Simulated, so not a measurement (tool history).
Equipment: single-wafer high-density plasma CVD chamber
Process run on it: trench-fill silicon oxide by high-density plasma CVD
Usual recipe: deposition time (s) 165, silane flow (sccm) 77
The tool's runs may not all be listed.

run,hour,deposition time (s),silane flow (sccm),wafers since the last listed run,hours since the silane flow controller was replaced,hours since the gauge calibration,"read-back reference wafer on the same gauge, thickness_nm",mean film thickness on the monitor wafer (nm)
1,0,165,77,0,2485.2,293.4,1100.189,1347.002
2,15.5,165,77,136,2500.7,308.9,1100.332,1355.208
3,44.5,165,77,254,2529.7,337.9,1100.343,1347.606
4,75,165,77,268,2560.2,368.4,1099.894,1355.551
5,104.3,165,77,257,2589.5,397.7,1099.947,1350.75
# hour 162.9: silane flow controller replaced
# hour 165.2: gauge calibrated
6,173.1,165,86,534,10.2,7.9,1100.075,1413.895
7,208,165,86,306,45.1,42.8,1099.497,1413.979
8,239,144,81,272,76.1,73.8,1099.636,1175.486
9,266.3,165,77,239,103.4,101.1,1100.088,1296.269
10,281.5,174,70,133,118.6,116.3,1100.148,1275.201
11,314.9,157,87,293,152,149.7,1100.219,1362.79
12,332.4,165,67,153,169.5,167.2,1099.936,1173.003
13,361.6,165,77,256,198.7,196.4,1100.604,1304.609
14,462.8,151,70,889,299.9,297.6,1100.31,1117.082
15,479.1,165,77,143,316.2,313.9,1100.035,1312.817

3 ways to go on from here, each from the tool as it stands after run 15. What would each give?
A,479.5,165,89,3,316.6,314.3,?,?
B,479.5,151,69,3,316.6,314.3,?,?
C,479.5,150,73,3,316.6,314.3,?,?

run,"read-back reference wafer on the same gauge, thickness_nm",mean film thickness on the monitor wafer (nm)
A,1099.549,1468.18
B,1099.549,1101.265
C,1099.549,1142.119
Without the tool's hidden state the same runs would have given:
run,mean film thickness on the monitor wafer (nm)
A,1453.964
B,1090.601
C,1131.06
